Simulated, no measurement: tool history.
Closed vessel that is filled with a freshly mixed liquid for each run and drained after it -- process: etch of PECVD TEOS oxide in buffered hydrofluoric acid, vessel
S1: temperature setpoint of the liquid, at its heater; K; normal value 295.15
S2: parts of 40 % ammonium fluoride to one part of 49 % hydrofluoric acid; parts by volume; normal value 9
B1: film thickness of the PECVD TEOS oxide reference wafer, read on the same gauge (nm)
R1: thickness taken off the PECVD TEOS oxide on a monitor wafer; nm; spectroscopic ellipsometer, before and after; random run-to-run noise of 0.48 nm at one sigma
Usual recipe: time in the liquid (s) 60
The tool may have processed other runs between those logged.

Run 1, day 0: usual settings but S2 11.5 parts by volume; B1 60.02. Result: R1 82.37 nm.
Run 2, day 0.358: usual settings but S2 11.5 parts by volume; B1 60.01. Result: R1 82.51 nm.
Run 3, day 0.667: usual settings; B1 60.02. Result: R1 103.78 nm.
Run 4, day 1.312: usual settings; B1 59.99. Result: R1 102.88 nm.
Run 5, day 1.612: usual settings but S2 11 parts by volume; B1 60. Result: R1 85.13 nm.
Run 6, day 2.154: usual settings but time in the liquid (s) 35; B1 59.99. Result: R1 59.97 nm.
Run 7, day 2.742: usual settings but time in the liquid (s) 35; B1 60.01. Result: R1 59.69 nm.
Run 8, day 3.025: usual settings; B1 60.03. Result: R1 101.98 nm.
Run 9, day 3.579: usual settings but time in the liquid (s) 50; B1 59.99. Result: R1 84.81 nm.
Run 10, day 3.908: usual settings but time in the liquid (s) 50; B1 60.01. Result: R1 85.82 nm.
Run 11, day 4.575: usual settings but S2 8 parts by volume; B1 60. Result: R1 110.77 nm.
Run 12, day 5.138: usual settings; B1 60.06. Result: R1 101.42 nm.
Run 13, day 6.438: usual settings; B1 59.98. Result: R1 100.95 nm.
Run 14, day 6.979: usual settings but S1 293.15 K; B1 60.01. Result: R1 90.44 nm.
Run 15, day 7.596: usual settings but S1 293.15 K; B1 60. Result: R1 90.29 nm.
At day 8.204: thermometer replaced.
Run 16, day 8.225: usual settings but S1 290.15 K, time in the liquid (s) 35; B1 59.99. Result: R1 49.67 nm.
Run 17, day 8.442: usual settings; B1 59.97. Result: R1 111.59 nm.
Run 18, day 9.15: usual settings but S2 10.5 parts by volume; B1 60.03. Result: R1 95.87 nm.
At day 9.55: hydrofluoric acid flow meter replaced.
Run 19, day 10.108: usual settings but S2 7 parts by volume, time in the liquid (s) 95; B1 60. Result: R1 244.4 nm.
Run 20, day 10.433: usual settings but S1 293.15 K; B1 59.98. Result: R1 106.25 nm.
Run 21, day 10.7: usual settings but time in the liquid (s) 75; B1 60.02. Result: R1 148.91 nm.
At day 11: gauge calibrated.
Run 22, day 11.275: usual settings but S1 299.15 K; B1 60.05. Result: R1 145.56 nm.
Run 23, day 11.812: usual settings; B1 60.03. Result: R1 116.48 nm.
Run 24, day 12.325: usual settings but S1 297.65 K, S2 7 parts by volume; B1 60.04. Result: R1 175.46 nm.
Run 25, day 12.862: usual settings but S1 298.15 K, S2 6 parts by volume, time in the liquid (s) 95; B1 60.02. Result: R1 325.91 nm.
Run 26, day 13.454: usual settings but S2 6 parts by volume, time in the liquid (s) 75; B1 60.06. Result: R1 218.49 nm.
Run 27, day 15.521: usual settings; B1 60.01. Result: R1 116.08 nm.
Run 28, day 16.212: usual settings; B1 59.99. Result: R1 115.72 nm.
Run 29, day 16.95: usual settings but S1 292.65 K, time in the liquid (s) 85; B1 60.01. Result: R1 142.29 nm.
Run 30, day 17.575: usual settings but S1 293.65 K; B1 60.05. Result: R1 106.14 nm.

4 options for the next run, each taken on its own from the tool as it stands now. Forecast them:
Run A, day 17.604: usual settings; B1 ?. Result: R1 ?.
Run B, day 17.604: usual settings but S1 293.65 K, S2 11.5 parts by volume, time in the liquid (s) 50; B1 ?. Result: R1 ?.
Run C, day 17.604: usual settings but S1 297.65 K, S2 7.5 parts by volume, time in the liquid (s) 85; B1 ?. Result: R1 ?.
Run D, day 17.604: usual settings but S2 12 parts by volume; B1 ?. Result: R1 ?.

run     B1      R1
  A  59.97  115.51
  B  59.97   71.51
  C  59.97  225.45
  D  59.97   89.48
Take away the tool's hidden state, keep each run's random variation, and the runs would have read:
run      R1
  A  120.73
  B    75.6
  C  238.97
  D   94.58
